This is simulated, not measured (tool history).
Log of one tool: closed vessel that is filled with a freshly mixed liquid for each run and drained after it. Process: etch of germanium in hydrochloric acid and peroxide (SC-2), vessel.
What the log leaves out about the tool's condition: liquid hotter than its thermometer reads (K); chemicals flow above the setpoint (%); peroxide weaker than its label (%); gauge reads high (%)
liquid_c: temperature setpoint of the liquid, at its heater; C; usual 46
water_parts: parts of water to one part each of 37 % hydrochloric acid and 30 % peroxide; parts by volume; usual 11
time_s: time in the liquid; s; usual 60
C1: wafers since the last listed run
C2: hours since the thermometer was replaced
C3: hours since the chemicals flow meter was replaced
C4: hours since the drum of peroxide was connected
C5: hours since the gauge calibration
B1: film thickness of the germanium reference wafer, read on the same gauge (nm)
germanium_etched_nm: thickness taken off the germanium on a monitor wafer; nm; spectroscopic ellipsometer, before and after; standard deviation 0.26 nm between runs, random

run 1 hour=0 | liquid_c=46 water_parts=15 time_s=60 | C1=0 C2=792.5 C3=834 C4=1285.4 C5=30.7 | B1=70 | germanium_etched_nm=75.21
run 2 hour=45.9 | liquid_c=49.5 water_parts=11 time_s=60 | C1=3014 C2=838.4 C3=879.9 C4=1331.3 C5=76.6 | B1=70 | germanium_etched_nm=87.63
run 3 hour=57.4 | liquid_c=46 water_parts=8 time_s=60 | C1=755 C2=849.9 C3=891.4 C4=1342.8 C5=88.1 | B1=69.99 | germanium_etched_nm=80.61
run 4 hour=73.8 | liquid_c=42 water_parts=11 time_s=60 | C1=1077 C2=866.3 C3=907.8 C4=1359.2 C5=104.5 | B1=70.02 | germanium_etched_nm=69.16
run 5 hour=80.7 | liquid_c=42 water_parts=11 time_s=60 | C1=453 C2=873.2 C3=914.7 C4=1366.1 C5=111.4 | B1=70.03 | germanium_etched_nm=68.98
run 6 hour=91.6 | liquid_c=46 water_parts=11 time_s=60 | C1=715 C2=884.1 C3=925.6 C4=1377 C5=122.3 | B1=70 | germanium_etched_nm=78.45
-- hour=96.1 gauge calibrated
run 7 hour=99.9 | liquid_c=51.5 water_parts=11 time_s=60 | C1=545 C2=892.4 C3=933.9 C4=1385.3 C5=3.8 | B1=69.99 | germanium_etched_nm=93.3
run 8 hour=111.2 | liquid_c=51.5 water_parts=11 time_s=60 | C1=742 C2=903.7 C3=945.2 C4=1396.6 C5=15.1 | B1=70 | germanium_etched_nm=93.9
-- hour=113.4 new drum of peroxide connected
-- hour=114.9 chemicals flow meter replaced
-- hour=117.1 thermometer replaced
run 9 hour=122.7 | liquid_c=46 water_parts=13 time_s=60 | C1=558 C2=5.6 C3=7.8 C4=9.3 C5=26.6 | B1=70.03 | germanium_etched_nm=72.17
run 10 hour=130.6 | liquid_c=46 water_parts=11 time_s=60 | C1=518 C2=13.5 C3=15.7 C4=17.2 C5=34.5 | B1=70 | germanium_etched_nm=72.92
run 11 hour=146.2 | liquid_c=46 water_parts=11 time_s=60 | C1=1024 C2=29.1 C3=31.3 C4=32.8 C5=50.1 | B1=70.01 | germanium_etched_nm=72.99
run 12 hour=152.2 | liquid_c=54.5 water_parts=6.5 time_s=90 | C1=394 C2=35.1 C3=37.3 C4=38.8 C5=56.1 | B1=70.01 | germanium_etched_nm=149.6
run 13 hour=168.3 | liquid_c=55.5 water_parts=12.5 time_s=75 | C1=1057 C2=51.2 C3=53.4 C4=54.9 C5=72.2 | B1=69.94 | germanium_etched_nm=120.95
run 14 hour=185.8 | liquid_c=46 water_parts=11 time_s=60 | C1=1149 C2=68.7 C3=70.9 C4=72.4 C5=89.7 | B1=69.98 | germanium_etched_nm=73.17
run 15 hour=198.9 | liquid_c=36 water_parts=6 time_s=60 | C1=860 C2=81.8 C3=84 C4=85.5 C5=102.8 | B1=69.99 | germanium_etched_nm=54.19
run 16 hour=214.1 | liquid_c=43 water_parts=15 time_s=75 | C1=998 C2=97 C3=99.2 C4=100.7 C5=118 | B1=70.01 | germanium_etched_nm=80.67

Forecast each of these 3 alternatives for the next run:
run A hour=214.8 | liquid_c=46 water_parts=11 time_s=60 | C1=45 C2=97.7 C3=99.9 C4=101.4 C5=118.7 | B1=? | germanium_etched_nm=?
run B hour=214.8 | liquid_c=52.5 water_parts=16 time_s=80 | C1=45 C2=97.7 C3=99.9 C4=101.4 C5=118.7 | B1=? | germanium_etched_nm=?
run C hour=214.8 | liquid_c=49 water_parts=6 time_s=90 | C1=45 C2=97.7 C3=99.9 C4=101.4 C5=118.7 | B1=? | germanium_etched_nm=?

run=A B1=70.01 germanium_etched_nm=73.65
run=B B1=70.01 germanium_etched_nm=114.32
run=C B1=70.01 germanium_etched_nm=126.8
Stripped of hidden state, with their random variation kept, the same runs would have yielded:
run=A germanium_etched_nm=72.52
run=B germanium_etched_nm=112.68
run=C germanium_etched_nm=124.85

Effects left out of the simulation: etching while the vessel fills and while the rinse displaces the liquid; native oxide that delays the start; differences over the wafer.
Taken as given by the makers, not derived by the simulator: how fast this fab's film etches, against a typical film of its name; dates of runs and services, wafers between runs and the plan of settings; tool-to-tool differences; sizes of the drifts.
